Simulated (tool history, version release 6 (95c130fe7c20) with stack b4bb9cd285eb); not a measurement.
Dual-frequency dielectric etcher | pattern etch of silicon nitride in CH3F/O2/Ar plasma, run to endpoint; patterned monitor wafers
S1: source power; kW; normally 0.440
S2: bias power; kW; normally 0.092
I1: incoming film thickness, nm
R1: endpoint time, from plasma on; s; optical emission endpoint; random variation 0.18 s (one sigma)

run,day,S1,S2,I1,R1
1,0.000,0.410,0.092,53.3,61.9
2,1.658,0.410,0.092,54.4,63.2
3,4.025,0.440,0.092,53.8,59.5
4,6.588,0.440,0.092,54.3,59.9
# day 8.846: wet clean of the chamber
5,9.046,0.440,0.092,54.0,59.8
6,11.612,0.440,0.108,53.9,57.7
7,15.767,0.440,0.092,54.0,59.7
8,19.233,0.440,0.092,53.6,59.6
9,22.071,0.440,0.101,53.8,58.2
# day 23.271: source power generator calibrated
10,25.350,0.440,0.101,53.7,59.9
# day 29.854: wet clean of the chamber
11,29.875,0.440,0.101,54.2,60.8
# day 30.892: upper electrode replaced
# day 32.988: bias power generator calibrated
12,33.296,0.370,0.092,54.0,68.0
13,36.296,0.500,0.099,53.4,55.0
14,40.138,0.400,0.101,54.1,63.5
15,42.033,0.360,0.092,53.7,68.9
16,45.504,0.440,0.092,54.2,61.0
17,47.992,0.380,0.078,54.2,69.6
18,50.521,0.440,0.100,54.3,60.2
# day 53.338: wet clean of the chamber
19,54.858,0.510,0.092,53.3,55.2
20,58.817,0.440,0.092,54.4,61.5
21,62.321,0.530,0.110,54.2,53.0
22,65.704,0.440,0.092,54.2,61.3
23,69.546,0.500,0.111,53.9,54.4
24,72.758,0.540,0.071,54.0,57.0

5 options for the next run, each taken on its own from the tool as it stands now. Forecast them:
A,72.775,0.440,0.092,53.8,?
B,72.775,0.520,0.081,53.8,?
C,72.775,0.390,0.092,53.8,?
D,72.775,0.400,0.092,53.8,?
E,72.775,0.440,0.099,53.8,?

run,R1
A,60.7
B,56.5
C,65.4
D,64.3
E,59.7
What these runs would have given with no unlogged condition in the tool:
run,R1
A,60.6
B,56.5
C,65.3
D,64.2
E,59.6
